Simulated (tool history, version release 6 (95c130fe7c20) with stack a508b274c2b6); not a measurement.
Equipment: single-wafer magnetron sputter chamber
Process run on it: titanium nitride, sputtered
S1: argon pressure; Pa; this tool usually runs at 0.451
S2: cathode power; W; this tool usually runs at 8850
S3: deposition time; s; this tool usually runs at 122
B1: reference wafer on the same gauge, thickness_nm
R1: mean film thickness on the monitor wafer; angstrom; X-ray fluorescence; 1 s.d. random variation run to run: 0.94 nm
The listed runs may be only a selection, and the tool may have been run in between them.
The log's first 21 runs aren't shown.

{"run": 22, "hour": 1243.6, "S1": 0.451, "S2": 8850, "S3": 122, "B1": 179.11, "R1": 1995.14}
{"run": 23, "hour": 1273.6, "S1": 0.537, "S2": 9550, "S3": 122, "B1": 179.109, "R1": 2082.16}
{"run": 24, "hour": 1325.8, "S1": 0.349, "S2": 9400, "S3": 105, "B1": 178.666, "R1": 1875.24}
{"run": 25, "hour": 1391.9, "S1": 0.624, "S2": 7950, "S3": 144, "B1": 179.06, "R1": 1970.06}
{"run": 26, "hour": 1450.5, "S1": 0.451, "S2": 8850, "S3": 122, "B1": 179.027, "R1": 1969.3}
{"run": 27, "hour": 1499.4, "S1": 0.451, "S2": 8850, "S3": 122, "B1": 178.972, "R1": 1984.07}
{"run": 28, "hour": 1553.4, "S1": 0.451, "S2": 9600, "S3": 104, "B1": 179.301, "R1": 1849.67}
{"run": 29, "hour": 1608.7, "S1": 0.451, "S2": 8850, "S3": 122, "B1": 179.189, "R1": 1983.28}
{"hour": 1645.6, "done": "sputter target and shields replaced"}
{"run": 30, "hour": 1646.1, "S1": 0.496, "S2": 10700, "S3": 115, "B1": 179.048, "R1": 2219.37}

Forecast run 31:
{"run": 31, "hour": 1671.3, "S1": 0.451, "S2": 8850, "S3": 122, "B1": "?", "R1": "?"}

{"run 31": {"B1": 179.195, "R1": 1983.33}}
Take away the tool's hidden state, keep the run-to-run variation as it was, and the same run would have given R1 1983.33 angstrom.

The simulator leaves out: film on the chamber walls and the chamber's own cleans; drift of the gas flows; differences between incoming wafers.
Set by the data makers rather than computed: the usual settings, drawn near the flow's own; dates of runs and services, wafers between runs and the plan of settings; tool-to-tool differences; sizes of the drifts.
